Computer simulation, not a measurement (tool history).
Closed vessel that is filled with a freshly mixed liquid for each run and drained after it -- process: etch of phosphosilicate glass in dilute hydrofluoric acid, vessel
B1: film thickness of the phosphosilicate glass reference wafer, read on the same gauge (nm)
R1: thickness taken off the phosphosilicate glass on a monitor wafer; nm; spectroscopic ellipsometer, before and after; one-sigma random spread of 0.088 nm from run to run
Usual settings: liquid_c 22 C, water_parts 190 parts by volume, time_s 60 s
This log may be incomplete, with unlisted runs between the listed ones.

Run 1, day 0: usual settings but time_s 85 s; B1 39.98. Result: R1 31.52 nm.
Run 2, day 0.521: usual settings but time_s 85 s; B1 40.01. Result: R1 31.14 nm.
Run 3, day 1.162: usual settings; B1 39.99. Result: R1 22 nm.
Run 4, day 1.675: usual settings; B1 40.02. Result: R1 21.95 nm.
Run 5, day 2.333: usual settings but time_s 80 s; B1 39.97. Result: R1 29.37 nm.
Run 6, day 2.808: usual settings but time_s 80 s; B1 39.98. Result: R1 29.37 nm.
Run 7, day 3.421: usual settings but time_s 80 s; B1 39.98. Result: R1 29.35 nm.
Run 8, day 3.996: usual settings but liquid_c 19 C, water_parts 120 parts by volume; B1 40.01. Result: R1 33.02 nm.
Run 9, day 4.558: usual settings but liquid_c 19 C, water_parts 120 parts by volume; B1 40.01. Result: R1 32.77 nm.
Run 10, day 5.125: usual settings but liquid_c 19 C, water_parts 120 parts by volume; B1 40. Result: R1 32.74 nm.
Run 11, day 5.412: usual settings; B1 40.01. Result: R1 21.93 nm.
At day 7.267: gauge calibrated.
Run 12, day 7.458: usual settings but time_s 70 s; B1 40.01. Result: R1 25.62 nm.
Run 13, day 7.929: usual settings but time_s 70 s; B1 40.02. Result: R1 25.43 nm.
Run 14, day 8.642: usual settings; B1 40.03. Result: R1 21.89 nm.
Run 15, day 9.15: usual settings but liquid_c 24 C, time_s 35 s; B1 39.99. Result: R1 13.75 nm.
Run 16, day 9.679: usual settings but liquid_c 23.5 C, water_parts 280 parts by volume, time_s 75 s; B1 40.02. Result: R1 17.93 nm.
At day 9.862: hydrofluoric acid flow meter replaced.
Run 17, day 10.275: usual settings but liquid_c 19 C, water_parts 120 parts by volume; B1 39.98. Result: R1 32.86 nm.
Run 18, day 10.904: usual settings but time_s 80 s; B1 40.03. Result: R1 28.89 nm.
Run 19, day 11.512: usual settings but liquid_c 19 C, water_parts 100 parts by volume, time_s 95 s; B1 40. Result: R1 63 nm.
At day 11.688: thermometer replaced.
Run 20, day 12.104: usual settings but water_parts 145 parts by volume, time_s 85 s; B1 40.01. Result: R1 47.08 nm.
Run 21, day 12.642: usual settings but liquid_c 23.5 C, water_parts 280 parts by volume, time_s 75 s; B1 39.98. Result: R1 19.75 nm.
Run 22, day 13.362: usual settings but liquid_c 20 C, water_parts 265 parts by volume; B1 40. Result: R1 14.8 nm.
Run 23, day 14.029: usual settings but water_parts 145 parts by volume; B1 39.99. Result: R1 33 nm.
Run 24, day 14.775: usual settings; B1 39.99. Result: R1 23.87 nm.
Run 25, day 15.058: usual settings but liquid_c 24.5 C, water_parts 155 parts by volume, time_s 85 s; B1 40.01. Result: R1 47.67 nm.
Run 26, day 15.712: usual settings; B1 40. Result: R1 24.01 nm.
Run 27, day 16.346: usual settings; B1 39.99. Result: R1 23.86 nm.
Run 28, day 16.679: usual settings but liquid_c 19.5 C, time_s 45 s; B1 39.99. Result: R1 16.28 nm.
At day 16.912: gauge calibrated.
Run 29, day 17.279: usual settings but liquid_c 18 C, water_parts 140 parts by volume; B1 39.97. Result: R1 28.87 nm.
Run 30, day 17.567: usual settings but liquid_c 20 C; B1 39.98. Result: R1 22 nm.

Branching from run 30: 4 alternative next runs. What would each branch give?
Run A, day 17.596: usual settings; B1 ?. Result: R1 ?.
Run B, day 17.596: usual settings but water_parts 225 parts by volume; B1 ?. Result: R1 ?.
Run C, day 17.596: usual settings but water_parts 215 parts by volume, time_s 30 s; B1 ?. Result: R1 ?.
Run D, day 17.596: usual settings but liquid_c 19.5 C; B1 ?. Result: R1 ?.

run     B1     R1
  A  40.02  24.02
  B  40.02  19.58
  C  40.02  10.35
  D  40.02   21.8
Had the tool no hidden state, the same runs would have come out as:
run     R1
  A  24.45
  B  19.92
  C  10.53
  D   22.2
